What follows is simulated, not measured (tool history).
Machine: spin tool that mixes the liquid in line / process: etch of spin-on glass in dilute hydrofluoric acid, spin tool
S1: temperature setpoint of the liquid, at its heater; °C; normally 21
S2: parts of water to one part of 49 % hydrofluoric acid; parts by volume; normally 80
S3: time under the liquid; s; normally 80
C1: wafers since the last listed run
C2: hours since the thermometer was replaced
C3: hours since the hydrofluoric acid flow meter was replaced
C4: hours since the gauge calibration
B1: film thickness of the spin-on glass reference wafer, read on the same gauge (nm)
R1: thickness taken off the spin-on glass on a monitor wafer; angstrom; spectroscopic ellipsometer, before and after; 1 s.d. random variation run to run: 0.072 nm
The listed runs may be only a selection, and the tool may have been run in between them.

Run 1, hour 0: usual settings but S2 100 parts by volume; C1 0; C2 768.6; C3 1296.4; C4 358.7; B1 110.59. Result: R1 142.5 angstrom.
Run 2, hour 71.5: usual settings; C1 689; C2 840.1; C3 1367.9; C4 430.2; B1 110.7. Result: R1 183.4 angstrom.
Run 3, hour 96.4: usual settings but S2 55 parts by volume, S3 100 s; C1 240; C2 865; C3 1392.8; C4 455.1; B1 110.79. Result: R1 344.7 angstrom.
Run 4, hour 132.6: usual settings but S2 55 parts by volume, S3 100 s; C1 349; C2 901.2; C3 1429; C4 491.3; B1 110.84. Result: R1 341.6 angstrom.
Run 5, hour 248.9: usual settings but S2 55 parts by volume, S3 100 s; C1 1121; C2 1017.5; C3 1545.3; C4 607.6; B1 111.16. Result: R1 344 angstrom.
Run 6, hour 308.9: usual settings; C1 578; C2 1077.5; C3 1605.3; C4 667.6; B1 111.33. Result: R1 183.1 angstrom.
Run 7, hour 339.2: usual settings; C1 292; C2 1107.8; C3 1635.6; C4 697.9; B1 111.41. Result: R1 184.2 angstrom.
At hour 378.9: hydrofluoric acid flow meter replaced.
Run 8, hour 405.8: usual settings; C1 632; C2 1174.4; C3 26.9; C4 764.5; B1 111.66. Result: R1 184.1 angstrom.
Run 9, hour 446.4: usual settings but S3 60 s; C1 391; C2 1215; C3 67.5; C4 805.1; B1 111.81. Result: R1 138.4 angstrom.
Run 10, hour 499: usual settings but S3 125 s; C1 507; C2 1267.6; C3 120.1; C4 857.7; B1 112. Result: R1 290.2 angstrom.
Run 11, hour 533.5: usual settings; C1 332; C2 1302.1; C3 154.6; C4 892.2; B1 112.17. Result: R1 185.2 angstrom.
At hour 544.5: gauge calibrated.
Run 12, hour 590.7: usual settings but S2 120 parts by volume; C1 551; C2 1359.3; C3 211.8; C4 46.2; B1 110.22. Result: R1 116.1 angstrom.
Run 13, hour 649.8: usual settings but S2 55 parts by volume, S3 95 s; C1 569; C2 1418.4; C3 270.9; C4 105.3; B1 110.25. Result: R1 323.8 angstrom.
At hour 719.4: thermometer replaced.
Run 14, hour 721.3: usual settings but S3 45 s; C1 679; C2 1.9; C3 342.4; C4 176.8; B1 110.29. Result: R1 102.6 angstrom.
Run 15, hour 769.9: usual settings but S1 18.5 °C, S3 95 s; C1 468; C2 50.5; C3 391; C4 225.4; B1 110.37. Result: R1 196.6 angstrom.
Run 16, hour 824.4: usual settings but S2 95 parts by volume; C1 525; C2 105; C3 445.5; C4 279.9; B1 110.43. Result: R1 151.9 angstrom.
Run 17, hour 849: usual settings; C1 237; C2 129.6; C3 470.1; C4 304.5; B1 110.46. Result: R1 181.6 angstrom.
Run 18, hour 907.1: usual settings but S3 120 s; C1 560; C2 187.7; C3 528.2; C4 362.6; B1 110.57. Result: R1 274.6 angstrom.

What would each run have given without the hidden state, its run-to-run variation left as it was?
What the log doesn't record here: liquid hotter than its thermometer reads (K); hydrofluoric acid flow above the setpoint (%); gauge reads high (%).
run     R1
  1  141.7
  2  182.2
  3  342.3
  4    339
  5  340.4
  6  180.9
  7  181.8
  8  181.3
  9  136.2
 10    285
 11  181.6
 12  115.8
 13    323
 14  102.3
 15    196
 16  151.4
 17  180.8
 18  273.2
